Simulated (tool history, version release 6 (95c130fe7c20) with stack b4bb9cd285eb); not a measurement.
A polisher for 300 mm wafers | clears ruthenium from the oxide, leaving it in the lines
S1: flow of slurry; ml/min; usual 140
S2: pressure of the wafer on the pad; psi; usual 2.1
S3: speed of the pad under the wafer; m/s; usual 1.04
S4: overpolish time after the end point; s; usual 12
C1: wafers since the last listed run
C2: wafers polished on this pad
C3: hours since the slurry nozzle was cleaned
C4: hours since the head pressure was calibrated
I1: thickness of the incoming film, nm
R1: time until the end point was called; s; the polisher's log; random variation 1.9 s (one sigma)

run 1 hour=0 | S1=140 S2=2.1 S3=1.04 S4=9 | C1=0 C2=1344 C3=96 C4=111.3 | I1=149.4 | R1=155.7
run 2 hour=69.2 | S1=140 S2=2.1 S3=1.04 S4=9 | C1=427 C2=1772 C3=165.2 C4=180.5 | I1=148.1 | R1=152.3
-- hour=126.7 worn pad replaced by a new one
run 3 hour=138.1 | S1=140 S2=2.1 S3=1.04 S4=12 | C1=401 C2=70 C3=234.1 C4=249.4 | I1=148.2 | R1=157.4
run 4 hour=194.5 | S1=140 S2=2.1 S3=1.04 S4=12 | C1=348 C2=419 C3=290.5 C4=305.8 | I1=148.9 | R1=156.8
run 5 hour=263.1 | S1=140 S2=2.1 S3=1.04 S4=12 | C1=424 C2=843 C3=359.1 C4=374.4 | I1=146.6 | R1=159.5
-- hour=276.1 slurry nozzle cleaned
run 6 hour=304.6 | S1=110 S2=2.1 S3=1.04 S4=10 | C1=250 C2=1093 C3=28.5 C4=415.9 | I1=149.3 | R1=183
run 7 hour=365 | S1=110 S2=2.1 S3=1.04 S4=10 | C1=373 C2=1467 C3=88.9 C4=476.3 | I1=149 | R1=186.4
run 8 hour=403.7 | S1=110 S2=2.1 S3=1.04 S4=10 | C1=239 C2=1706 C3=127.6 C4=515 | I1=153.2 | R1=189.4
-- hour=416 worn pad replaced by a new one
run 9 hour=457.8 | S1=110 S2=2.6 S3=1.04 S4=12 | C1=309 C2=258 C3=181.7 C4=569.1 | I1=150.5 | R1=156
run 10 hour=525.4 | S1=140 S2=2.1 S3=1.32 S4=12 | C1=418 C2=676 C3=249.3 C4=636.7 | I1=151.1 | R1=154.2
-- hour=546 slurry nozzle cleaned, repeated, since the last time left the tool worse
run 11 hour=573.7 | S1=140 S2=2.1 S3=1.32 S4=12 | C1=292 C2=968 C3=27.7 C4=685 | I1=151.7 | R1=131
run 12 hour=603.9 | S1=140 S2=2.1 S3=1.04 S4=15 | C1=186 C2=1155 C3=57.9 C4=715.2 | I1=150.5 | R1=152.1
run 13 hour=648.5 | S1=140 S2=2.1 S3=1.04 S4=12 | C1=275 C2=1431 C3=102.5 C4=759.8 | I1=149.1 | R1=156.5
-- hour=695.7 worn pad replaced by a new one
run 14 hour=704.7 | S1=140 S2=2.1 S3=1.04 S4=12 | C1=322 C2=55 C3=158.7 C4=816 | I1=148.6 | R1=156.1
run 15 hour=764.7 | S1=140 S2=1.8 S3=1.04 S4=12 | C1=371 C2=426 C3=218.7 C4=876 | I1=148 | R1=178.7
run 16 hour=810.5 | S1=140 S2=2.1 S3=1.04 S4=12 | C1=283 C2=710 C3=264.5 C4=921.8 | I1=149.3 | R1=156.9
run 17 hour=878.9 | S1=140 S2=1.6 S3=1.34 S4=7 | C1=423 C2=1133 C3=332.9 C4=990.2 | I1=150.3 | R1=173.7
-- hour=894.3 slurry nozzle cleaned
run 18 hour=934.3 | S1=140 S2=2.6 S3=1.14 S4=6 | C1=336 C2=1469 C3=40 C4=1045.6 | I1=151.5 | R1=117.1
-- hour=991.6 worn pad replaced by a new one
run 19 hour=1003.2 | S1=140 S2=1.6 S3=1.34 S4=7 | C1=401 C2=71 C3=108.9 C4=1114.5 | I1=151 | R1=168
run 20 hour=1057.2 | S1=140 S2=2.1 S3=1.04 S4=12 | C1=333 C2=405 C3=162.9 C4=1168.5 | I1=150.4 | R1=156.1
-- hour=1115.4 head pressure recalibrated
run 21 hour=1126.9 | S1=140 S2=2.1 S3=1.04 S4=16 | C1=418 C2=824 C3=232.6 C4=11.5 | I1=153.2 | R1=162.1
run 22 hour=1161.2 | S1=115 S2=1.8 S3=0.8 S4=8 | C1=212 C2=1036 C3=266.9 C4=45.8 | I1=150.8 | R1=240.2
run 23 hour=1217.8 | S1=140 S2=2.5 S3=1.32 S4=12 | C1=350 C2=1386 C3=323.5 C4=102.4 | I1=150 | R1=113.8
-- hour=1268.2 worn pad replaced by a new one
run 24 hour=1275.5 | S1=140 S2=2.4 S3=0.8 S4=12 | C1=332 C2=45 C3=381.2 C4=160.1 | I1=147.5 | R1=169.6
-- hour=1284.5 slurry nozzle cleaned
run 25 hour=1314.7 | S1=175 S2=1.8 S3=0.86 S4=9 | C1=236 C2=281 C3=30.2 C4=199.3 | I1=151.6 | R1=205.8
run 26 hour=1364.3 | S1=140 S2=2.1 S3=1.04 S4=12 | C1=306 C2=588 C3=79.8 C4=248.9 | I1=149.9 | R1=152.3
run 27 hour=1424.8 | S1=140 S2=2.1 S3=1.04 S4=18 | C1=374 C2=962 C3=140.3 C4=309.4 | I1=148.4 | R1=156.7
run 28 hour=1610.1 | S1=140 S2=2.5 S3=1.04 S4=6 | C1=1145 C2=2108 C3=325.6 C4=494.7 | I1=149.5 | R1=138.4

The same runs without the tool's hidden state, with the same run-to-run variation:
The hidden state here: removal rate lost through wear of the pad, %; slurry flow missing at the pad, %; deviation of the head's pressure from its setpoint, %.
run=1 R1=153.8
run=2 R1=149.1
run=3 R1=152.5
run=4 R1=150.6
run=5 R1=151.3
run=6 R1=159.2
run=7 R1=160.7
run=8 R1=163.6
run=9 R1=129.9
run=10 R1=127.5
run=11 R1=130.2
run=12 R1=150.7
run=13 R1=154.1
run=14 R1=152.5
run=15 R1=173.1
run=16 R1=150.9
run=17 R1=165
run=18 R1=116.4
run=19 R1=165.7
run=20 R1=152.8
run=21 R1=157
run=22 R1=229.7
run=23 R1=108.6
run=24 R1=160.2
run=25 R1=202.9
run=26 R1=148.7
run=27 R1=151.5
run=28 R1=129.5
